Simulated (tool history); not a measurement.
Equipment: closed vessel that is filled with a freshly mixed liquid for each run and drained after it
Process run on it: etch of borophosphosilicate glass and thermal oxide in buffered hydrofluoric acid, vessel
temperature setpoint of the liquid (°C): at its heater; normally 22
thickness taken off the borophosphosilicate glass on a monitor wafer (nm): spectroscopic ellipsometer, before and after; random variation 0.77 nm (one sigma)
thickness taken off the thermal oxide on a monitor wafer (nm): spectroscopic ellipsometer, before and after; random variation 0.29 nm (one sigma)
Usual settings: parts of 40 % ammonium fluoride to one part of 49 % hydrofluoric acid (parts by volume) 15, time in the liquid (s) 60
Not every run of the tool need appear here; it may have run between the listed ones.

| run | hour | temperature setpoint of the liquid (°C) | parts of 40 % ammonium fluoride to one part of 49 % hydrofluoric acid (parts by volume) | time in the liquid (s) | wafers since the last listed run | hours since the thermometer was replaced | hours since the hydrofluoric acid flow meter was replaced | hours since the gauge calibration | read-back film thickness of the borophosphosilicate glass reference wafer, read on the same gauge (nm) | read-back film thickness of the thermal oxide reference wafer, read on the same gauge (nm) | thickness taken off the borophosphosilicate glass on a monitor wafer (nm) | thickness taken off the thermal oxide on a monitor wafer (nm) |
|---|---|---|---|---|---|---|---|---|---|---|---|---|
| 1 | 0.0 | 22 | 15 | 60 | 0 | 2377.5 | 26.3 | 458.4 | 49.99 | 40.01 | 76.80 | 38.27 |
| 2 | 25.2 | 22 | 15 | 60 | 2267 | 2402.7 | 51.5 | 483.6 | 50.01 | 39.99 | 77.58 | 37.63 |
| 3 | 64.2 | 22 | 15 | 60 | 3509 | 2441.7 | 90.5 | 522.6 | 49.97 | 40.02 | 77.15 | 38.15 |
| 4 | 129.7 | 24 | 15 | 40 | 5894 | 2507.2 | 156.0 | 588.1 | 49.99 | 40.01 | 57.85 | 28.40 |
|  | 132.3 | gauge calibrated |
| 5 | 260.3 | 24 | 15 | 40 | 11752 | 2637.8 | 286.6 | 128.0 | 49.96 | 39.97 | 57.84 | 28.35 |
| 6 | 311.4 | 22 | 15 | 60 | 4598 | 2688.9 | 337.7 | 179.1 | 50.00 | 40.05 | 77.80 | 38.30 |
| 7 | 344.6 | 22 | 15 | 60 | 2987 | 2722.1 | 370.9 | 212.3 | 49.97 | 39.99 | 77.73 | 37.77 |
| 8 | 396.0 | 22 | 15 | 60 | 4625 | 2773.5 | 422.3 | 263.7 | 49.97 | 39.99 | 77.52 | 38.21 |
| 9 | 452.6 | 22 | 15 | 60 | 5093 | 2830.1 | 478.9 | 320.3 | 50.05 | 40.01 | 78.66 | 37.92 |
|  | 472.9 | thermometer replaced |
| 10 | 505.5 | 22 | 15 | 40 | 4670 | 32.6 | 531.8 | 373.2 | 50.00 | 39.98 | 52.56 | 25.33 |
| 11 | 541.6 | 22 | 15 | 35 | 3248 | 68.7 | 567.9 | 409.3 | 49.98 | 40.00 | 44.56 | 22.19 |

Run 12 comes next. What will it give?
| 12 | 569.4 | 17 | 12 | 80 | 2501 | 96.5 | 595.7 | 437.1 | ? | ? | ? | ? |

read-back film thickness of the borophosphosilicate glass reference wafer, read on the same gauge (nm): 50.01
read-back film thickness of the thermal oxide reference wafer, read on the same gauge (nm): 39.93
thickness taken off the borophosphosilicate glass on a monitor wafer (nm): 96.01
thickness taken off the thermal oxide on a monitor wafer (nm): 47.34
Take away the tool's hidden state, keep the run-to-run variation as it was, and the same run would have given thickness taken off the borophosphosilicate glass on a monitor wafer (nm) 96.01, thickness taken off the thermal oxide on a monitor wafer (nm) 47.34.
